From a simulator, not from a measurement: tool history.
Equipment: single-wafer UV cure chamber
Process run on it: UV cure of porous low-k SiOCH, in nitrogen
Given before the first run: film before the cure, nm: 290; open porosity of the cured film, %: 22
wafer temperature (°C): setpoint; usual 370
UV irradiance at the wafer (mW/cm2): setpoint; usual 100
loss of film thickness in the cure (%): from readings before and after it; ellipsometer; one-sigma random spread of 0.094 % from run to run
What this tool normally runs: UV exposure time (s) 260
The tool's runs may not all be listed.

| run | hour | wafer temperature (°C) | UV exposure time (s) | UV irradiance at the wafer (mW/cm2) | loss of film thickness in the cure (%) |
|---|---|---|---|---|---|
| 1 | 0 | 370 | 260 | 100 | 10.019 |
| 2 | 16.9 | 370 | 260 | 100 | 10.078 |
| 3 | 49.6 | 370 | 260 | 100 | 10.3 |
| 4 | 60.9 | 370 | 260 | 100 | 10.069 |
| 5 | 83.8 | 370 | 260 | 100 | 10.055 |
| 6 | 99.3 | 370 | 260 | 100 | 10.105 |
| 7 | 106.9 | 370 | 260 | 100 | 9.904 |
| 8 | 115.4 | 370 | 260 | 100 | 9.969 |
| 9 | 133.3 | 370 | 260 | 100 | 9.862 |
| 10 | 142.8 | 370 | 260 | 100 | 9.864 |
| 11 | 155.2 | 370 | 260 | 100 | 9.859 |
| 12 | 168.7 | 370 | 260 | 100 | 9.788 |
| 13 | 178.6 | 370 | 260 | 100 | 9.887 |
| 14 | 190.6 | 370 | 260 | 100 | 9.894 |
| 15 | 200.9 | 370 | 260 | 100 | 9.713 |
| 16 | 218.8 | 370 | 260 | 100 | 9.754 |
| 17 | 231.1 | 370 | 260 | 100 | 9.649 |
| 18 | 242.9 | 370 | 260 | 100 | 9.68 |
| 19 | 272.8 | 370 | 260 | 100 | 9.617 |
| 20 | 280.1 | 370 | 260 | 100 | 9.557 |
| 21 | 296.2 | 370 | 260 | 100 | 9.46 |
| 22 | 308.3 | 370 | 260 | 100 | 9.558 |
| 23 | 317.3 | 381 | 260 | 118 | 10.293 |
| 24 | 330.5 | 358 | 260 | 100 | 9.428 |
| 25 | 339.1 | 370 | 190 | 100 | 8.157 |
| 26 | 354.5 | 354 | 310 | 112 | 10.365 |
| 27 | 372 | 370 | 260 | 100 | 9.384 |
|  | 404.2 | UV bulbs replaced |
| 28 | 414.2 | 370 | 305 | 139 | 13.081 |
|  | 425.1 | quartz window cleaned |
| 29 | 436.5 | 353 | 380 | 81 | 11.671 |
| 30 | 453.9 | 361 | 365 | 87 | 12.151 |
| 31 | 459.9 | 380 | 260 | 88 | 10.853 |
| 32 | 468.1 | 383 | 205 | 83 | 9.814 |
| 33 | 482.2 | 370 | 260 | 100 | 11.286 |
| 34 | 498.5 | 354 | 415 | 85 | 12.302 |
| 35 | 507 | 370 | 260 | 100 | 11.211 |
| 36 | 518.5 | 385 | 385 | 100 | 13.336 |
| 37 | 532.5 | 361 | 135 | 123 | 9.148 |
| 38 | 546.8 | 370 | 260 | 75 | 9.979 |
| 39 | 563.3 | 389 | 410 | 129 | 14.72 |
| 40 | 574 | 370 | 260 | 100 | 11.453 |
| 41 | 589.7 | 385 | 350 | 78 | 11.604 |
| 42 | 600.6 | 370 | 260 | 100 | 11.39 |
| 43 | 607.3 | 370 | 305 | 139 | 13.349 |
| 44 | 622.9 | 370 | 260 | 100 | 11.158 |

Hidden state or all else? Some run-to-run changes of loss of film thickness in the cure (%), split into what the settings, what came in and random variation would give without the hidden state, and what is left for the hidden state (with any gauge scatter that isn't in both results):
Hidden state present: lamp output below its setpoint, %; transmission lost against a clean window, %.
Run 25 -> 26: wafer temperature (°C) 370 -> 354, UV exposure time (s) 190 -> 310, UV irradiance at the wafer (mW/cm2) 100 -> 112. loss of film thickness in the cure (%) +2.208: hidden state -0.177, all else +2.385.
Run 27 -> 28: UV exposure time (s) 260 -> 305, UV irradiance at the wafer (mW/cm2) 100 -> 139, UV bulbs replaced. loss of film thickness in the cure (%) +3.697: hidden state +1.435, all else +2.262.
Run 28 -> 29: wafer temperature (°C) 370 -> 353, UV exposure time (s) 305 -> 380, UV irradiance at the wafer (mW/cm2) 139 -> 81, quartz window cleaned. loss of film thickness in the cure (%) -1.41: hidden state +0.555, all else -1.965.
Run 36 -> 37: wafer temperature (°C) 385 -> 361, UV exposure time (s) 385 -> 135, UV irradiance at the wafer (mW/cm2) 100 -> 123. loss of film thickness in the cure (%) -4.188: hidden state +0.022, all else -4.21.
Run 38 -> 39: wafer temperature (°C) 370 -> 389, UV exposure time (s) 260 -> 410, UV irradiance at the wafer (mW/cm2) 75 -> 129. loss of film thickness in the cure (%) +4.741: hidden state -0.029, all else +4.77.
